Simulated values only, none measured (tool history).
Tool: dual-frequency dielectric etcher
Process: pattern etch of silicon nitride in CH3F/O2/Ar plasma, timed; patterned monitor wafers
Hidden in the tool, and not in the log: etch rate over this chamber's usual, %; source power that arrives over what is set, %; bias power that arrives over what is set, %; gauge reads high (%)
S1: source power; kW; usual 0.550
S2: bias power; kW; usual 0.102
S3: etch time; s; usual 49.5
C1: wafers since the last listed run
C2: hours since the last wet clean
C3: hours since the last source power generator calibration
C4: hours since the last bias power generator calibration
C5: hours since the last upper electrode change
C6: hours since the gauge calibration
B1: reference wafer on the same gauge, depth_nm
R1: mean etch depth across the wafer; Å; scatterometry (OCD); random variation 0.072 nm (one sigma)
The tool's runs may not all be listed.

run	hour	S1	S2	S3	C1	C2	C3	C4	C5	C6	B1	R1
1	0.0	0.550	0.102	49.5	0	194.3	3030.6	1662.2	5563.7	335.7	50.62	473.0
# hour 25.6: gauge calibrated
2	27.2	0.550	0.102	49.5	532	221.5	3057.8	1689.4	5590.9	1.6	50.61	471.6
3	87.6	0.550	0.102	49.5	1182	281.9	3118.2	1749.8	5651.3	62.0	50.59	474.3
4	137.4	0.550	0.102	49.5	974	331.7	3168.0	1799.6	5701.1	111.8	50.63	473.4
# hour 179.6: upper electrode replaced
5	180.1	0.550	0.102	58.0	366	374.4	3210.7	1842.3	0.5	154.5	50.61	554.8
6	222.7	0.550	0.102	58.0	833	417.0	3253.3	1884.9	43.1	197.1	50.59	556.0
# hour 242.7: bias power generator calibrated
7	260.0	0.550	0.089	49.5	651	454.3	3290.6	17.3	80.4	234.4	50.60	458.7
8	327.8	0.590	0.081	49.5	1327	522.1	3358.4	85.1	148.2	302.2	50.59	456.0
9	364.9	0.550	0.102	49.5	726	559.2	3395.5	122.2	185.3	339.3	50.59	483.2
# hour 403.9: wet clean of the chamber
10	408.5	0.550	0.125	49.5	383	4.6	3439.1	165.8	228.9	382.9	50.59	515.8
# hour 434.5: source power generator calibrated
11	451.9	0.450	0.117	49.5	771	48.0	17.4	209.2	272.3	426.3	50.60	462.6
# hour 461.8: gauge calibrated
12	478.1	0.550	0.102	49.5	512	74.2	43.6	235.4	298.5	16.3	50.58	475.7
13	538.7	0.680	0.087	49.5	1186	134.8	104.2	296.0	359.1	76.9	50.63	490.4
14	587.8	0.420	0.124	39.0	961	183.9	153.3	345.1	408.2	126.0	50.61	362.3

What the log doesn't show, run by run:
source power that arrives over what is set, %: 0 in every run
gauge reads high (%): 0 in every run
H1: etch rate over this chamber's usual, %
H2: bias power that arrives over what is set, %
run	H1	H2
1	0.522	-3.79
2	0.583	-3.86
3	0.719	-4.02
4	0.831	-4.15
5	0.927	-4.26
6	1.02	-4.38
7	1.11	-0.428
8	1.26	-0.607
9	1.34	-0.706
10	0.128	-0.821
11	0.226	-0.936
12	0.285	-1.01
13	0.421	-1.17
14	0.532	-1.3
